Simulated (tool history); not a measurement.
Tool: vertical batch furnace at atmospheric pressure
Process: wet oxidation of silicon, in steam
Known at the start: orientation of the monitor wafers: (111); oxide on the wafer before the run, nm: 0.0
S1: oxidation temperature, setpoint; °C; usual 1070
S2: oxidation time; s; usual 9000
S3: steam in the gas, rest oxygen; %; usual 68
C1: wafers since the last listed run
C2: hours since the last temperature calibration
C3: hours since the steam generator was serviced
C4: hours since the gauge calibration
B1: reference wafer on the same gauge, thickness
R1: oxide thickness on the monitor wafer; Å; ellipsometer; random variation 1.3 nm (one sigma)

| run | hour | S1 | S2 | S3 | C1 | C2 | C3 | C4 | B1 | R1 |
|---|---|---|---|---|---|---|---|---|---|---|
| 1 | 0.0 | 1070 | 9000 | 68 | 0 | 2805.8 | 3591.6 | 1062.6 | 774.09 | 8247.6 |
| 2 | 16.1 | 1070 | 9000 | 68 | 167 | 2821.9 | 3607.7 | 1078.7 | 773.81 | 8229.2 |
| 3 | 88.8 | 1070 | 9000 | 68 | 755 | 2894.6 | 3680.4 | 1151.4 | 773.66 | 8221.8 |
| 4 | 119.1 | 1070 | 9000 | 68 | 314 | 2924.9 | 3710.7 | 1181.7 | 774.46 | 8234.5 |
| 5 | 134.0 | 1070 | 9000 | 68 | 154 | 2939.8 | 3725.6 | 1196.6 | 773.97 | 8221.5 |
| 6 | 154.5 | 1050 | 9000 | 68 | 212 | 2960.3 | 3746.1 | 1217.1 | 773.96 | 7658.8 |
| 7 | 182.3 | 1050 | 9000 | 68 | 288 | 2988.1 | 3773.9 | 1244.9 | 774.21 | 7640.2 |
| 8 | 196.0 | 1070 | 9000 | 68 | 142 | 3001.8 | 3787.6 | 1258.6 | 773.78 | 8225.3 |
| 9 | 231.9 | 1070 | 9000 | 68 | 373 | 3037.7 | 3823.5 | 1294.5 | 773.98 | 8203.5 |
| 10 | 258.3 | 1070 | 6390 | 68 | 274 | 3064.1 | 3849.9 | 1320.9 | 774.18 | 6800.3 |
| 11 | 278.0 | 1070 | 9000 | 68 | 204 | 3083.8 | 3869.6 | 1340.6 | 774.17 | 8213.1 |
| 12 | 298.6 | 1070 | 9000 | 68 | 214 | 3104.4 | 3890.2 | 1361.2 | 773.75 | 8175.6 |
|  | 327.8 | gauge calibrated |
| 13 | 333.7 | 1070 | 9000 | 68 | 364 | 3139.5 | 3925.3 | 5.9 | 774.22 | 8210.6 |
| 14 | 368.6 | 1070 | 9000 | 68 | 362 | 3174.4 | 3960.2 | 40.8 | 774.17 | 8154.0 |
|  | 394.6 | steam generator serviced |
| 15 | 395.1 | 1087 | 9000 | 68 | 25 | 3200.9 | 0.5 | 67.3 | 774.53 | 9091.3 |
| 16 | 409.0 | 1054 | 13440 | 64 | 144 | 3214.8 | 14.4 | 81.2 | 774.15 | 9813.2 |
| 17 | 425.9 | 1070 | 9000 | 78 | 175 | 3231.7 | 31.3 | 98.1 | 774.37 | 9294.7 |
| 18 | 459.0 | 1091 | 6420 | 65 | 343 | 3264.8 | 64.4 | 131.2 | 773.78 | 7534.7 |
| 19 | 484.9 | 1086 | 5340 | 79 | 269 | 3290.7 | 90.3 | 157.1 | 774.02 | 7471.5 |
| 20 | 516.8 | 1095 | 12960 | 68 | 331 | 3322.6 | 122.2 | 189.0 | 773.78 | 11331.4 |
|  | 609.7 | thermocouples replaced and temperature profile calibrated |
| 21 | 610.2 | 1070 | 9000 | 77 | 721 | 0.5 | 215.6 | 282.4 | 773.76 | 9059.9 |
| 22 | 617.2 | 1070 | 11460 | 68 | 72 | 7.5 | 222.6 | 289.4 | 773.67 | 9658.8 |
| 23 | 629.7 | 1070 | 9000 | 68 | 129 | 20.0 | 235.1 | 301.9 | 773.88 | 8477.1 |
| 24 | 656.7 | 1070 | 9000 | 68 | 280 | 47.0 | 262.1 | 328.9 | 774.24 | 8476.3 |
| 25 | 689.0 | 1070 | 9000 | 68 | 335 | 79.3 | 294.4 | 361.2 | 774.12 | 8523.1 |
| 26 | 702.2 | 1070 | 9000 | 57 | 137 | 92.5 | 307.6 | 374.4 | 774.18 | 7715.1 |
| 27 | 718.7 | 1070 | 7080 | 68 | 171 | 109.0 | 324.1 | 390.9 | 773.94 | 7435.2 |
| 28 | 750.5 | 1070 | 9000 | 68 | 330 | 140.8 | 355.9 | 422.7 | 773.99 | 8510.8 |
| 29 | 780.8 | 1049 | 7080 | 61 | 314 | 171.1 | 386.2 | 453.0 | 773.83 | 6474.1 |
| 30 | 806.6 | 1081 | 9000 | 61 | 268 | 196.9 | 412.0 | 478.8 | 773.94 | 8288.9 |
| 31 | 839.6 | 1053 | 9000 | 65 | 342 | 229.9 | 445.0 | 511.8 | 773.58 | 7783.3 |
| 32 | 861.1 | 1070 | 4980 | 68 | 223 | 251.4 | 466.5 | 533.3 | 773.98 | 6160.9 |
| 33 | 885.6 | 1070 | 11100 | 71 | 254 | 275.9 | 491.0 | 557.8 | 774.21 | 9746.0 |
| 34 | 902.4 | 1085 | 9000 | 64 | 174 | 292.7 | 507.8 | 574.6 | 774.53 | 8648.0 |
| 35 | 935.8 | 1070 | 11400 | 63 | 347 | 326.1 | 541.2 | 608.0 | 773.79 | 9238.6 |
| 36 | 955.9 | 1070 | 9000 | 62 | 208 | 346.2 | 561.3 | 628.1 | 774.25 | 8069.6 |
| 37 | 976.3 | 1070 | 12930 | 68 | 211 | 366.6 | 581.7 | 648.5 | 774.22 | 10333.8 |
| 38 | 996.6 | 1070 | 4740 | 68 | 210 | 386.9 | 602.0 | 668.8 | 774.28 | 5983.8 |

4 ways to go on from here, each from the tool as it stands after run 38. What would each give?
| A | 1003.7 | 1070 | 11850 | 68 | 73 | 394.0 | 609.1 | 675.9 | ? | ? |
| B | 1003.7 | 1070 | 9000 | 59 | 73 | 394.0 | 609.1 | 675.9 | ? | ? |
| C | 1003.7 | 1083 | 11040 | 68 | 73 | 394.0 | 609.1 | 675.9 | ? | ? |
| D | 1003.7 | 1070 | 6240 | 60 | 73 | 394.0 | 609.1 | 675.9 | ? | ? |

| run | B1 | R1 |
|---|---|---|
| A | 774.08 | 9825.5 |
| B | 774.08 | 7856.6 |
| C | 774.08 | 9871.2 |
| D | 774.08 | 6497.2 |
Without the tool's hidden state the same runs would have given:
| run | R1 |
|---|---|
| A | 9880.1 |
| B | 7900.3 |
| C | 9926.6 |
| D | 6533.2 |

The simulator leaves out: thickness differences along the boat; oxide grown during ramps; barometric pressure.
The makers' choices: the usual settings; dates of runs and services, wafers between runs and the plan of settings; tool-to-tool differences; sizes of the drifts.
